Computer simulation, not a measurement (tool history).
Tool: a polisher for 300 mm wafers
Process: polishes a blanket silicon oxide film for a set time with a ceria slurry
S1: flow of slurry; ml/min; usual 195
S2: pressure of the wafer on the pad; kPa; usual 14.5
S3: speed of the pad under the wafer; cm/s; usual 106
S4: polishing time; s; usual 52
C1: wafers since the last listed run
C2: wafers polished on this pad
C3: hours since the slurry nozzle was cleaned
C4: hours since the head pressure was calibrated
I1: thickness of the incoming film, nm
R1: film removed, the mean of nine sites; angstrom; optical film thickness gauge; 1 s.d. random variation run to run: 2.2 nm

| run | hour | S1 | S2 | S3 | S4 | C1 | C2 | C3 | C4 | I1 | R1 |
|---|---|---|---|---|---|---|---|---|---|---|---|
| 1 | 0 | 195 | 14.5 | 106 | 52 | 0 | 481 | 293.1 | 476.3 | 1501.3 | 1857 |
| 2 | 26.6 | 195 | 14.5 | 106 | 52 | 291 | 773 | 319.7 | 502.9 | 1470.9 | 1845 |
| 3 | 57.9 | 195 | 14.5 | 106 | 52 | 342 | 1115 | 351 | 534.2 | 1473.2 | 1877 |
| 4 | 70.4 | 195 | 14.5 | 106 | 52 | 136 | 1252 | 363.5 | 546.7 | 1489.5 | 1859 |
|  | 100.9 | worn pad replaced by a new one |
| 5 | 101.4 | 195 | 14.5 | 106 | 52 | 295 | 5 | 394.5 | 577.7 | 1467 | 1907 |
| 6 | 125.5 | 195 | 14.5 | 106 | 52 | 263 | 269 | 418.6 | 601.8 | 1461.8 | 1882 |
| 7 | 143.6 | 195 | 14.5 | 76 | 52 | 198 | 468 | 436.7 | 619.9 | 1482 | 1332 |
| 8 | 162.7 | 195 | 14.5 | 76 | 52 | 209 | 677 | 455.8 | 639 | 1482.5 | 1350 |
| 9 | 183.1 | 195 | 14.5 | 76 | 52 | 223 | 900 | 476.2 | 659.4 | 1474.2 | 1377 |
| 10 | 203.7 | 195 | 17.9 | 106 | 52 | 225 | 1126 | 496.8 | 680 | 1463 | 2224 |
|  | 231.7 | slurry nozzle cleaned |
|  | 235.7 | worn pad replaced by a new one |
| 11 | 237.5 | 195 | 17.9 | 106 | 52 | 315 | 19 | 5.8 | 713.8 | 1494.7 | 2489 |
| 12 | 255.6 | 195 | 14.5 | 106 | 52 | 198 | 217 | 23.9 | 731.9 | 1491.5 | 2080 |
| 13 | 283.3 | 195 | 14.5 | 106 | 52 | 303 | 521 | 51.6 | 759.6 | 1471.2 | 2035 |
| 14 | 306.7 | 195 | 14.5 | 106 | 52 | 256 | 777 | 75 | 783 | 1505.8 | 2052 |
| 15 | 321.7 | 170 | 15.9 | 106 | 65 | 164 | 941 | 90 | 798 | 1478.8 | 2678 |
| 16 | 346 | 195 | 14.5 | 106 | 52 | 266 | 1207 | 114.3 | 822.3 | 1465.7 | 2087 |
| 17 | 378.3 | 195 | 14.5 | 78 | 52 | 353 | 1561 | 146.6 | 854.6 | 1480 | 1511 |
|  | 386.5 | worn pad replaced by a new one |
| 18 | 399 | 225 | 14.5 | 106 | 38 | 182 | 136 | 167.3 | 875.3 | 1490.8 | 1532 |
|  | 402 | head pressure recalibrated |
| 19 | 429.3 | 165 | 15.9 | 120 | 61 | 309 | 446 | 197.6 | 27.3 | 1488.9 | 2451 |
|  | 509.1 | worn pad replaced by a new one |
| 20 | 509.6 | 195 | 18.6 | 78 | 59 | 835 | 5 | 277.9 | 107.6 | 1476.1 | 1844 |
| 21 | 536.6 | 195 | 14.5 | 106 | 52 | 295 | 300 | 304.9 | 134.6 | 1479.3 | 1794 |
| 22 | 552.8 | 195 | 14.5 | 106 | 44 | 177 | 478 | 321.1 | 150.8 | 1459 | 1519 |
| 23 | 577.4 | 145 | 18.6 | 106 | 52 | 269 | 747 | 345.7 | 175.4 | 1472.9 | 2064 |
| 24 | 600.3 | 195 | 14.5 | 106 | 52 | 250 | 998 | 368.6 | 198.3 | 1497.7 | 1785 |
| 25 | 612.4 | 245 | 11.7 | 106 | 43 | 132 | 1130 | 380.7 | 210.4 | 1478.2 | 1305 |
|  | 636.3 | worn pad replaced by a new one |
| 26 | 648.3 | 255 | 14.5 | 90 | 52 | 349 | 131 | 416.6 | 246.3 | 1446.9 | 1591 |
| 27 | 665.1 | 195 | 16.5 | 106 | 67 | 183 | 315 | 433.4 | 263.1 | 1481.7 | 2613 |

Describe how what the log doesn't record of the tool's condition differs between the last listed run preceding each entry between runs and the first listed run following it.
Run 4 -> run 5: worn pad replaced by a new one (hour 100.9)
  slurry flow missing at the pad, %: 30.3 -> 30.9; deviation of the head's pressure from its setpoint, %: 5.96 -> 6.63
  measured less the result without the state, R1: -36 -> -31 angstrom
Run 10 -> run 11: slurry nozzle cleaned (hour 231.7); worn pad replaced by a new one (hour 235.7)
  slurry flow missing at the pad, %: 32.3 -> 2.28; deviation of the head's pressure from its setpoint, %: 9.1 -> 10
  measured less the result without the state, R1: -4 -> +180 angstrom
Run 17 -> run 18: worn pad replaced by a new one (hour 386.5)
  slurry flow missing at the pad, %: 20.4 -> 22; deviation of the head's pressure from its setpoint, %: 14.2 -> 14.9
  measured less the result without the state, R1: +103 -> +115 angstrom
Run 18 -> run 19: head pressure recalibrated (hour 402)
  slurry flow missing at the pad, %: 22 -> 24; deviation of the head's pressure from its setpoint, %: 14.9 -> -0.849
  measured less the result without the state, R1: +115 -> -162 angstrom
Run 19 -> run 20: worn pad replaced by a new one (hour 509.1)
  slurry flow missing at the pad, %: 24 -> 27.7; deviation of the head's pressure from its setpoint, %: -0.849 -> -0.642
  measured less the result without the state, R1: -162 -> -121 angstrom
Run 25 -> run 26: worn pad replaced by a new one (hour 636.3)
  slurry flow missing at the pad, %: 30.5 -> 31.1; deviation of the head's pressure from its setpoint, %: -0.0148 -> 0.3
  measured less the result without the state, R1: -72 -> -82 angstrom

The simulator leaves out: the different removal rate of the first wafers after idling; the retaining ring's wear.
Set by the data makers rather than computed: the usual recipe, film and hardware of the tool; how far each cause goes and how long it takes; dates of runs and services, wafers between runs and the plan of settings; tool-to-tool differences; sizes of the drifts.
